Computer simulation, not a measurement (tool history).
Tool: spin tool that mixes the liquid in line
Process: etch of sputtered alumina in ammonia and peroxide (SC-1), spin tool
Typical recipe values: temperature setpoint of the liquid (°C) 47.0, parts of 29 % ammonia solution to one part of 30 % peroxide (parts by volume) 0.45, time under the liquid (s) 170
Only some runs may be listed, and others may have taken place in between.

| run | hour | temperature setpoint of the liquid (°C) | parts of 29 % ammonia solution to one part of 30 % peroxide (parts by volume) | time under the liquid (s) | read-back film thickness of the sputtered alumina reference wafer, read on the same gauge (nm) | thickness taken off the sputtered alumina on a monitor wafer (nm) |
|---|---|---|---|---|---|---|
| 1 | 0.0 | 47.0 | 0.45 | 245 | 110.00 | 20.71 |
| 2 | 7.6 | 47.0 | 0.45 | 170 | 110.00 | 14.42 |
| 3 | 19.9 | 47.0 | 0.45 | 170 | 109.99 | 14.68 |
| 4 | 26.5 | 47.0 | 0.45 | 170 | 109.99 | 14.71 |
| 5 | 37.2 | 47.0 | 0.45 | 170 | 110.00 | 14.73 |
| 6 | 45.2 | 47.0 | 0.45 | 170 | 110.01 | 14.54 |
| 7 | 56.2 | 47.0 | 0.45 | 170 | 110.03 | 14.75 |
|  | 62.2 | new drum of ammonia solution connected |
| 8 | 62.8 | 47.0 | 0.45 | 145 | 110.01 | 12.46 |
|  | 75.8 | gauge calibrated |
| 9 | 78.0 | 47.0 | 0.45 | 145 | 109.99 | 12.58 |
| 10 | 88.5 | 39.5 | 0.40 | 170 | 110.00 | 9.60 |
|  | 101.8 | thermometer replaced |
| 11 | 104.8 | 47.0 | 0.45 | 115 | 110.02 | 8.67 |
| 12 | 110.9 | 50.0 | 0.60 | 115 | 110.00 | 10.47 |
| 13 | 128.8 | 47.0 | 0.30 | 135 | 109.99 | 9.82 |
| 14 | 142.7 | 47.0 | 0.45 | 170 | 109.99 | 12.98 |
|  | 150.0 | ammonia flow meter replaced |
| 15 | 152.2 | 41.5 | 0.35 | 235 | 110.01 | 12.66 |
| 16 | 158.2 | 53.5 | 0.35 | 80 | 109.99 | 8.37 |
| 17 | 173.8 | 47.0 | 0.45 | 255 | 110.00 | 19.46 |

Run 18 comes next. What will it give?
|  | 183.1 | heated supply line repaired |
| 18 | 183.6 | 50.0 | 0.45 | 170 | ? | ? |

Run 18 produced read-back film thickness of the sputtered alumina reference wafer, read on the same gauge (nm) 110.01, thickness taken off the sputtered alumina on a monitor wafer (nm) 15.14.
Were there no unlogged condition in the tool, this run, its random variation unchanged, would have produced thickness taken off the sputtered alumina on a monitor wafer (nm) 14.96.
